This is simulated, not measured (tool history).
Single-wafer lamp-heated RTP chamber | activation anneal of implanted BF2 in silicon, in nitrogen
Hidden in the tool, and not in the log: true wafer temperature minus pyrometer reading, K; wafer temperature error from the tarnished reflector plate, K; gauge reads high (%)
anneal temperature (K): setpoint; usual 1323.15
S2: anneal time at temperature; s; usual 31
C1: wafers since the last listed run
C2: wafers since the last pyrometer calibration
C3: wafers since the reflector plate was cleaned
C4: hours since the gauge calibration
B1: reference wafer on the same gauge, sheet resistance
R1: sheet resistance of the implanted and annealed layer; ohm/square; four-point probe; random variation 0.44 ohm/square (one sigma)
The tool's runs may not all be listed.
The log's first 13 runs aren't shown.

{"run": 14, "day": 33.292, "anneal temperature (K)": 1323.15, "S2": 31, "C1": 299, "C2": 4627, "C3": 743, "C4": 2088.1, "B1": 208.98, "R1": 171.23}
{"day": 33.792, "done": "pyrometer window cleaned and pyrometer calibrated"}
{"run": 15, "day": 35.808, "anneal temperature (K)": 1342.15, "S2": 18, "C1": 624, "C2": 576, "C3": 1368, "C4": 2148.5, "B1": 208.66, "R1": 174.05}
{"run": 16, "day": 38.154, "anneal temperature (K)": 1300.15, "S2": 31, "C1": 670, "C2": 1247, "C3": 2039, "C4": 2204.8, "B1": 208.84, "R1": 181.38}
{"day": 38.788, "done": "gauge calibrated"}
{"run": 17, "day": 39.425, "anneal temperature (K)": 1323.15, "S2": 31, "C1": 363, "C2": 1611, "C3": 2402, "C4": 15.3, "B1": 209.21, "R1": 174.49}
{"run": 18, "day": 41.383, "anneal temperature (K)": 1323.15, "S2": 31, "C1": 560, "C2": 2171, "C3": 2962, "C4": 62.3, "B1": 209.01, "R1": 172.56}
{"run": 19, "day": 43.129, "anneal temperature (K)": 1323.15, "S2": 31, "C1": 499, "C2": 2670, "C3": 3461, "C4": 104.2, "B1": 208.78, "R1": 173.29}
{"run": 20, "day": 45.658, "anneal temperature (K)": 1307.15, "S2": 31, "C1": 723, "C2": 3393, "C3": 4184, "C4": 164.9, "B1": 208.84, "R1": 176.93}
{"run": 21, "day": 47.288, "anneal temperature (K)": 1339.15, "S2": 47, "C1": 465, "C2": 3859, "C3": 4650, "C4": 204, "B1": 208.93, "R1": 164.88}
{"run": 22, "day": 48.496, "anneal temperature (K)": 1300.15, "S2": 19, "C1": 345, "C2": 4204, "C3": 4996, "C4": 233, "B1": 209.27, "R1": 182.47}
{"run": 23, "day": 50.258, "anneal temperature (K)": 1323.15, "S2": 20, "C1": 504, "C2": 4708, "C3": 5500, "C4": 275.3, "B1": 208.95, "R1": 174.45}
{"run": 24, "day": 51.938, "anneal temperature (K)": 1323.15, "S2": 31, "C1": 480, "C2": 5189, "C3": 5980, "C4": 315.6, "B1": 209.03, "R1": 170.82}
{"run": 25, "day": 53.225, "anneal temperature (K)": 1323.15, "S2": 37, "C1": 368, "C2": 5557, "C3": 6348, "C4": 346.5, "B1": 209.26, "R1": 168.08}
{"day": 53.821, "done": "pyrometer window cleaned and pyrometer calibrated"}
{"run": 26, "day": 55.058, "anneal temperature (K)": 1323.15, "S2": 31, "C1": 428, "C2": 353, "C3": 6777, "C4": 390.5, "B1": 208.98, "R1": 173.01}
{"day": 61.629, "done": "reflector plate cleaned"}
{"run": 27, "day": 63.796, "anneal temperature (K)": 1295.15, "S2": 38, "C1": 2403, "C2": 2757, "C3": 619, "C4": 600.2, "B1": 209, "R1": 179.26}
{"run": 28, "day": 64.958, "anneal temperature (K)": 1337.15, "S2": 46, "C1": 332, "C2": 3089, "C3": 952, "C4": 628.1, "B1": 209.17, "R1": 166.6}
{"run": 29, "day": 67.679, "anneal temperature (K)": 1304.15, "S2": 21, "C1": 778, "C2": 3867, "C3": 1730, "C4": 693.4, "B1": 208.91, "R1": 181.21}

Run 30 comes next. What will it give?
{"run": 30, "day": 70.783, "anneal temperature (K)": 1306.15, "S2": 47, "C1": 887, "C2": 4755, "C3": 2618, "C4": 767.9, "B1": "?", "R1": "?"}

B1: 209.12
R1: 171.11 ohm/square
Without the tool's hidden state the same run would have given R1 175.24 ohm/square.
